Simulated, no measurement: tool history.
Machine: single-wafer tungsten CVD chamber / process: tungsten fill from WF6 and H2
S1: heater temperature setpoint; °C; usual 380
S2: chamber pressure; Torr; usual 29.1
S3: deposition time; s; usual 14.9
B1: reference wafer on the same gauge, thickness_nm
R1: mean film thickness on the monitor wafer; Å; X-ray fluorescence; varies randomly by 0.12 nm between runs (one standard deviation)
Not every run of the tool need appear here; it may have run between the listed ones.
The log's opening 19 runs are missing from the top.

run 20 hour=927.5 | S1=386 S2=29.1 S3=13.1 | B1=21.000 | R1=261.34
-- hour=967.7 gauge calibrated
-- hour=980.4 capacitance manometer re-zeroed and calibrated
-- hour=995.0 showerhead replaced
run 21 hour=995.5 | S1=366 S2=22.6 S3=15.7 | B1=21.028 | R1=178.88
run 22 hour=1029.3 | S1=388 S2=29.1 S3=14.9 | B1=21.011 | R1=311.73
run 23 hour=1085.3 | S1=373 S2=25.2 S3=17.5 | B1=21.004 | R1=247.26
run 24 hour=1113.0 | S1=390 S2=35.3 S3=14.9 | B1=21.003 | R1=350.55
run 25 hour=1144.2 | S1=380 S2=33.4 S3=13.3 | B1=20.997 | R1=244.68
run 26 hour=1171.8 | S1=380 S2=29.1 S3=14.9 | B1=20.986 | R1=260.43
run 27 hour=1216.0 | S1=380 S2=29.1 S3=14.9 | B1=21.008 | R1=259.73
run 28 hour=1264.8 | S1=380 S2=33.6 S3=12.9 | B1=21.005 | R1=237.77
run 29 hour=1303.4 | S1=373 S2=34.6 S3=14.0 | B1=21.014 | R1=222.29
run 30 hour=1357.2 | S1=393 S2=31.7 S3=12.6 | B1=20.989 | R1=306.86
run 31 hour=1391.8 | S1=380 S2=26.6 S3=16.8 | B1=20.990 | R1=285.17
run 32 hour=1462.9 | S1=380 S2=29.1 S3=14.9 | B1=21.003 | R1=261.77
run 33 hour=1505.7 | S1=394 S2=22.0 S3=12.7 | B1=20.996 | R1=276.10

Forecast each of these 5 alternatives for the next run:
run A hour=1506.1 | S1=380 S2=30.9 S3=14.9 | B1=? | R1=?
run B hour=1506.1 | S1=384 S2=35.4 S3=16.8 | B1=? | R1=?
run C hour=1506.1 | S1=380 S2=25.6 S3=14.9 | B1=? | R1=?
run D hour=1506.1 | S1=390 S2=24.4 S3=14.9 | B1=? | R1=?
run E hour=1506.1 | S1=371 S2=24.8 S3=16.9 | B1=? | R1=?

run=A B1=20.994 R1=270.29
run=B B1=20.994 R1=350.99
run=C B1=20.994 R1=252.76
run=D B1=20.994 R1=311.07
run=E B1=20.994 R1=229.51
Take away the tool's hidden state, keep each run's random variation, and the runs would have read:
run=A R1=265.97
run=B R1=345.46
run=C R1=248.72
run=D R1=306.37
run=E R1=225.66

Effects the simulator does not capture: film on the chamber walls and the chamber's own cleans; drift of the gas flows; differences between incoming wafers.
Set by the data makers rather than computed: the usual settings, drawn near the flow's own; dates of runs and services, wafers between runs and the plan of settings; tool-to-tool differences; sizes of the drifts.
